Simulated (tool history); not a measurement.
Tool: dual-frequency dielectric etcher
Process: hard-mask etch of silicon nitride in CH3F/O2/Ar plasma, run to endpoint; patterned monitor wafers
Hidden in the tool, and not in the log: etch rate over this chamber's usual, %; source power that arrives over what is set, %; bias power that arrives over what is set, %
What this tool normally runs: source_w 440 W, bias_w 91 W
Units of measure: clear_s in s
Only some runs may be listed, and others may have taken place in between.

| run | hour | source_w | bias_w | wafers since the last listed run | hours since the last wet clean | hours since the last source power generator calibration | hours since the last bias power generator calibration | hours since the last upper electrode change | incoming incoming film thickness, nm | clear_s |
|---|---|---|---|---|---|---|---|---|---|---|
| 1 | 0.0 | 440 | 91 | 0 | 221.7 | 3773.4 | 4639.7 | 6059.4 | 55.7 | 73.2 |
| 2 | 13.9 | 440 | 91 | 155 | 235.6 | 3787.3 | 4653.6 | 6073.3 | 55.6 | 73.7 |
| 3 | 29.2 | 440 | 91 | 171 | 250.9 | 3802.6 | 4668.9 | 6088.6 | 55.5 | 74.4 |
| 4 | 43.7 | 440 | 91 | 162 | 265.4 | 3817.1 | 4683.4 | 6103.1 | 55.8 | 74.7 |
| 5 | 57.7 | 440 | 91 | 156 | 279.4 | 3831.1 | 4697.4 | 6117.1 | 55.0 | 72.7 |
| 6 | 95.8 | 440 | 109 | 425 | 317.5 | 3869.2 | 4735.5 | 6155.2 | 55.6 | 68.0 |
| 7 | 131.9 | 440 | 109 | 403 | 353.6 | 3905.3 | 4771.6 | 6191.3 | 55.6 | 69.2 |
| 8 | 145.3 | 440 | 109 | 149 | 367.0 | 3918.7 | 4785.0 | 6204.7 | 55.7 | 68.6 |
|  | 152.1 | source power generator calibrated |
| 9 | 159.1 | 440 | 80 | 109 | 380.8 | 7.0 | 4798.8 | 6218.5 | 56.1 | 78.7 |
|  | 196.3 | wet clean of the chamber |
| 10 | 196.8 | 440 | 80 | 153 | 0.5 | 44.7 | 4836.5 | 6256.2 | 56.0 | 78.5 |
| 11 | 197.1 | 440 | 91 | 3 | 0.8 | 45.0 | 4836.8 | 6256.5 | 55.8 | 74.1 |
| 12 | 203.7 | 440 | 91 | 73 | 7.4 | 51.6 | 4843.4 | 6263.1 | 55.4 | 73.7 |
| 13 | 212.7 | 440 | 91 | 100 | 16.4 | 60.6 | 4852.4 | 6272.1 | 56.4 | 74.4 |
| 14 | 222.2 | 440 | 91 | 106 | 25.9 | 70.1 | 4861.9 | 6281.6 | 55.7 | 74.4 |
|  | 238.3 | bias power generator calibrated |
|  | 254.9 | upper electrode replaced |
| 15 | 255.4 | 510 | 83 | 141 | 59.1 | 103.3 | 17.1 | 0.5 | 55.4 | 71.1 |
| 16 | 255.7 | 500 | 107 | 3 | 59.4 | 103.6 | 17.4 | 0.8 | 55.4 | 64.4 |
| 17 | 256.0 | 350 | 108 | 3 | 59.7 | 103.9 | 17.7 | 1.1 | 56.0 | 78.0 |
| 18 | 264.9 | 440 | 105 | 99 | 68.6 | 112.8 | 26.6 | 10.0 | 55.7 | 70.2 |
| 19 | 272.6 | 350 | 106 | 86 | 76.3 | 120.5 | 34.3 | 17.7 | 55.2 | 77.6 |
| 20 | 287.5 | 440 | 78 | 166 | 91.2 | 135.4 | 49.2 | 32.6 | 55.5 | 78.6 |
| 21 | 325.6 | 440 | 109 | 425 | 129.3 | 173.5 | 87.3 | 70.7 | 55.6 | 69.3 |
| 22 | 336.3 | 400 | 91 | 119 | 140.0 | 184.2 | 98.0 | 81.4 | 55.3 | 77.0 |
| 23 | 347.9 | 440 | 91 | 129 | 151.6 | 195.8 | 109.6 | 93.0 | 54.8 | 72.4 |
| 24 | 360.8 | 440 | 77 | 144 | 164.5 | 208.7 | 122.5 | 105.9 | 55.5 | 79.5 |
| 25 | 371.7 | 400 | 91 | 121 | 175.4 | 219.6 | 133.4 | 116.8 | 55.8 | 77.6 |
| 26 | 378.1 | 510 | 101 | 71 | 181.8 | 226.0 | 139.8 | 123.2 | 55.7 | 66.0 |
| 27 | 390.5 | 550 | 105 | 138 | 194.2 | 238.4 | 152.2 | 135.6 | 55.3 | 61.6 |
| 28 | 403.5 | 440 | 84 | 145 | 207.2 | 251.4 | 165.2 | 148.6 | 55.4 | 76.4 |
| 29 | 409.6 | 340 | 91 | 68 | 213.3 | 257.5 | 171.3 | 154.7 | 56.3 | 86.6 |

What was the tool's hidden state at every run in the log?
etch rate over this chamber's usual, %: 0 at every run
source power that arrives over what is set, %: 0 at every run
bias power that arrives over what is set, %: 0 at every run

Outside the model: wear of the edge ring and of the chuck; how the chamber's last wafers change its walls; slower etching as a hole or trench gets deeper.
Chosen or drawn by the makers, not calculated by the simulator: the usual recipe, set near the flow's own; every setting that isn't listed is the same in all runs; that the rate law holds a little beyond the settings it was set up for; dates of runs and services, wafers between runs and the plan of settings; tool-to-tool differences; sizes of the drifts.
